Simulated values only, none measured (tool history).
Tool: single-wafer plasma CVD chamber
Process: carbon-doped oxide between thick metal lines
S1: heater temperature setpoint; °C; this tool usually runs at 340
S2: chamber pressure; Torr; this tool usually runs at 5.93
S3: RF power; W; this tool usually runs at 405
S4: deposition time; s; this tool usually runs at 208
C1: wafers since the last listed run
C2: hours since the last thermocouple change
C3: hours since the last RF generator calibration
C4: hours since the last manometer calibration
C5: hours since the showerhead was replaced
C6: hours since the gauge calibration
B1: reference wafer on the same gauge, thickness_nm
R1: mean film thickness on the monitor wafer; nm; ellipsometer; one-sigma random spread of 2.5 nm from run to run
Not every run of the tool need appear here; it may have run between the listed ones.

Run 1, hour 0: usual settings but S2 4.92 Torr; C1 0; C2 2659.7; C3 1265.3; C4 1789.3; C5 5746.4; C6 386.3; B1 819.378. Result: R1 964.567 nm.
Run 2, hour 15.7: usual settings; C1 169; C2 2675.4; C3 1281; C4 1805; C5 5762.1; C6 402; B1 820.107. Result: R1 983.528 nm.
Run 3, hour 38.7: usual settings; C1 248; C2 2698.4; C3 1304; C4 1828; C5 5785.1; C6 425; B1 819.651. Result: R1 982.416 nm.
Run 4, hour 60.4: usual settings but S4 198 s; C1 234; C2 2720.1; C3 1325.7; C4 1849.7; C5 5806.8; C6 446.7; B1 820.623. Result: R1 932.895 nm.
Run 5, hour 89.3: usual settings but S4 229 s; C1 311; C2 2749; C3 1354.6; C4 1878.6; C5 5835.7; C6 475.6; B1 819.625. Result: R1 1081.924 nm.
Run 6, hour 102.6: usual settings; C1 143; C2 2762.3; C3 1367.9; C4 1891.9; C5 5849; C6 488.9; B1 819.978. Result: R1 983.931 nm.
Run 7, hour 134.8: usual settings; C1 347; C2 2794.5; C3 1400.1; C4 1924.1; C5 5881.2; C6 521.1; B1 819.636. Result: R1 983.708 nm.
Run 8, hour 154.5: usual settings; C1 212; C2 2814.2; C3 1419.8; C4 1943.8; C5 5900.9; C6 540.8; B1 820.087. Result: R1 980.023 nm.
Run 9, hour 181: usual settings but S2 6.48 Torr, S3 430 W; C1 285; C2 2840.7; C3 1446.3; C4 1970.3; C5 5927.4; C6 567.3; B1 820.282. Result: R1 1046.029 nm.
At hour 211.2: showerhead replaced.
Run 10, hour 211.7: usual settings but S3 435 W; C1 244; C2 2871.4; C3 1477; C4 2001; C5 0.5; C6 598; B1 819.511. Result: R1 1041.81 nm.
Run 11, hour 237.9: usual settings but S4 233 s; C1 282; C2 2897.6; C3 1503.2; C4 2027.2; C5 26.7; C6 624.2; B1 819.369. Result: R1 1099.9 nm.
At hour 256.1: RF generator calibrated.
Run 12, hour 271.5: usual settings but S4 233 s; C1 276; C2 2931.2; C3 15.4; C4 2060.8; C5 60.3; C6 657.8; B1 820.081. Result: R1 1068.144 nm.
Run 13, hour 294: usual settings but S4 233 s; C1 242; C2 2953.7; C3 37.9; C4 2083.3; C5 82.8; C6 680.3; B1 820.283. Result: R1 1066.772 nm.
At hour 315.6: capacitance manometer re-zeroed and calibrated.
Run 14, hour 327.2: usual settings but S2 5.31 Torr, S4 183 s; C1 271; C2 2986.9; C3 71.1; C4 11.6; C5 116; C6 713.5; B1 820.332. Result: R1 829.089 nm.
Run 15, hour 348.1: usual settings; C1 225; C2 3007.8; C3 92; C4 32.5; C5 136.9; C6 734.4; B1 819.523. Result: R1 949.384 nm.
At hour 369.7: thermocouple changed; heater temperature recalibrated.
At hour 371.8: RF generator calibrated, repeated, since the last time left the tool worse.
Run 16, hour 372.3: usual settings but S2 7.07 Torr, S3 330 W; C1 152; C2 2.6; C3 0.5; C4 56.7; C5 161.1; C6 758.6; B1 819.427. Result: R1 828.858 nm.
Run 17, hour 385.8: usual settings but S1 349 °C; C1 145; C2 16.1; C3 14; C4 70.2; C5 174.6; C6 772.1; B1 819.939. Result: R1 991.017 nm.
Run 18, hour 405.2: usual settings; C1 209; C2 35.5; C3 33.4; C4 89.6; C5 194; C6 791.5; B1 819.393. Result: R1 1011.073 nm.
Run 19, hour 419.4: usual settings but S2 7.34 Torr, S4 231 s; C1 153; C2 49.7; C3 47.6; C4 103.8; C5 208.2; C6 805.7; B1 820.025. Result: R1 1141.313 nm.
Run 20, hour 451: usual settings but S2 7.06 Torr, S3 375 W; C1 341; C2 81.3; C3 79.2; C4 135.4; C5 239.8; C6 837.3; B1 819.744. Result: R1 947.798 nm.
Run 21, hour 471.7: usual settings but S1 336 °C; C1 223; C2 102; C3 99.9; C4 156.1; C5 260.5; C6 858; B1 818.986. Result: R1 1022.382 nm.
At hour 485.4: gauge calibrated.
Run 22, hour 496.7: usual settings but S2 6.98 Torr, S4 187 s; C1 269; C2 127; C3 124.9; C4 181.1; C5 285.5; C6 11.3; B1 820.206. Result: R1 922.419 nm.
Run 23, hour 514.1: usual settings but S1 345 °C, S2 6.85 Torr, S3 425 W, S4 242 s; C1 187; C2 144.4; C3 142.3; C4 198.5; C5 302.9; C6 28.7; B1 819.601. Result: R1 1232.434 nm.
Run 24, hour 549.6: usual settings but S1 347 °C; C1 383; C2 179.9; C3 177.8; C4 234; C5 338.4; C6 64.2; B1 820.139. Result: R1 990.741 nm.
Run 25, hour 577.7: usual settings but S3 350 W; C1 303; C2 208; C3 205.9; C4 262.1; C5 366.5; C6 92.3; B1 820.693. Result: R1 870.261 nm.
Run 26, hour 628.7: usual settings but S1 328 °C, S2 6.32 Torr, S3 485 W; C1 550; C2 259; C3 256.9; C4 313.1; C5 417.5; C6 143.3; B1 819.33. Result: R1 1228.338 nm.
Run 27, hour 660.3: usual settings but S1 325 °C, S3 485 W, S4 184 s; C1 341; C2 290.6; C3 288.5; C4 344.7; C5 449.1; C6 174.9; B1 820.176. Result: R1 1088.518 nm.
Run 28, hour 688.3: usual settings but S2 4.92 Torr; C1 302; C2 318.6; C3 316.5; C4 372.7; C5 477.1; C6 202.9; B1 820.764. Result: R1 988.661 nm.
Run 29, hour 717.2: usual settings but S4 173 s; C1 311; C2 347.5; C3 345.4; C4 401.6; C5 506; C6 231.8; B1 820.113. Result: R1 834.822 nm.

3 options for the next run, each taken on its own from the tool as it stands now. Forecast them:
Run A, hour 717.7: usual settings; C1 5; C2 348; C3 345.9; C4 402.1; C5 506.5; C6 232.3; B1 ?. Result: R1 ?.
Run B, hour 717.7: usual settings but S1 347 °C, S2 4.9 Torr, S3 350 W, S4 230 s; C1 5; C2 348; C3 345.9; C4 402.1; C5 506.5; C6 232.3; B1 ?. Result: R1 ?.
Run C, hour 717.7: usual settings but S1 326 °C, S2 7.13 Torr, S3 370 W, S4 184 s; C1 5; C2 348; C3 345.9; C4 402.1; C5 506.5; C6 232.3; B1 ?. Result: R1 ?.

run       B1        R1
  A  820.532  1002.764
  B  820.532   919.424
  C  820.532   853.045
The same runs, with their run-to-run variation unchanged, on a tool lacking any hidden condition would have given:
run        R1
  A  1016.342
  B   932.424
  C   865.106
